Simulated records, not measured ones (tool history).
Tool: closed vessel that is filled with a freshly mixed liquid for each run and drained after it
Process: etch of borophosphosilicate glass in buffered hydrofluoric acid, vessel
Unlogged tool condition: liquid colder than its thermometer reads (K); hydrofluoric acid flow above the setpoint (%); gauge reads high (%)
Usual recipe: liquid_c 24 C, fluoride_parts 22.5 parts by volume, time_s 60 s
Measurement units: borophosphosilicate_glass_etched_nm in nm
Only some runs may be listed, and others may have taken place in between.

run	day	liquid_c	fluoride_parts	time_s	wafers since the last listed run	hours since the thermometer was replaced	hours since the hydrofluoric acid flow meter was replaced	hours since the gauge calibration	read-back film thickness of the borophosphosilicate glass reference wafer, read on the same gauge (nm)	borophosphosilicate_glass_etched_nm
1	0	24	22.5	60	0	1004.3	1945.8	387	110.01	47.25
2	1.421	24	28.5	60	3409	1038.4	1979.9	421.1	109.99	40.22
3	3.4	20.5	22.5	60	4749	1085.9	2027.4	468.6	110.01	38.41
4	4.038	20.5	22.5	60	1529	1101.2	2042.7	483.9	110	37.88
5	4.804	20.5	22.5	60	1839	1119.6	2061.1	502.3	110.01	38.88
6	5.929	24	22.5	60	2699	1146.6	2088.1	529.3	110.03	45.63
# day 6.125: thermometer replaced
7	6.821	24	22.5	60	2039	16.7	2109.5	550.7	110.01	51.89
# day 7.071: gauge calibrated
8	7.875	24	22.5	60	2529	42	2134.8	19.3	110	51.43
9	9.029	24	22.5	80	2769	69.7	2162.5	47	110	68.12
10	10.142	24	22.5	60	2669	96.4	2189.2	73.7	109.96	50.89
11	11.546	24	22.5	60	3369	130.1	2222.9	107.4	109.97	51.36
# day 12.242: hydrofluoric acid flow meter replaced
12	12.433	26.5	25.5	90	2029	151.4	4.6	128.7	109.99	79.61
13	13.879	26	25	80	3469	186.1	39.3	163.4	110.01	71.41
14	14.717	24	30	85	2009	206.2	59.4	183.5	110.02	58.96
15	16.029	24	15	60	3149	237.7	90.9	215	110	71.4
16	16.808	19.5	14.5	40	1869	256.4	109.6	233.7	109.99	38.71
17	17.512	24	22.5	60	1689	273.3	126.5	250.6	110.01	49.46
18	18.733	24	19	30	2929	302.6	155.8	279.9	110.01	29.25

Hidden state, per run?
hydrofluoric acid flow above the setpoint (%): 0 on each run
gauge reads high (%): 0 on each run
H1: liquid colder than its thermometer reads (K)
run	H1
1	2.05
2	2.11
3	2.21
4	2.24
5	2.27
6	2.33
7	0.384
8	0.435
9	0.49
10	0.543
11	0.61
12	0.652
13	0.722
14	0.762
15	0.824
16	0.861
17	0.895
18	0.953
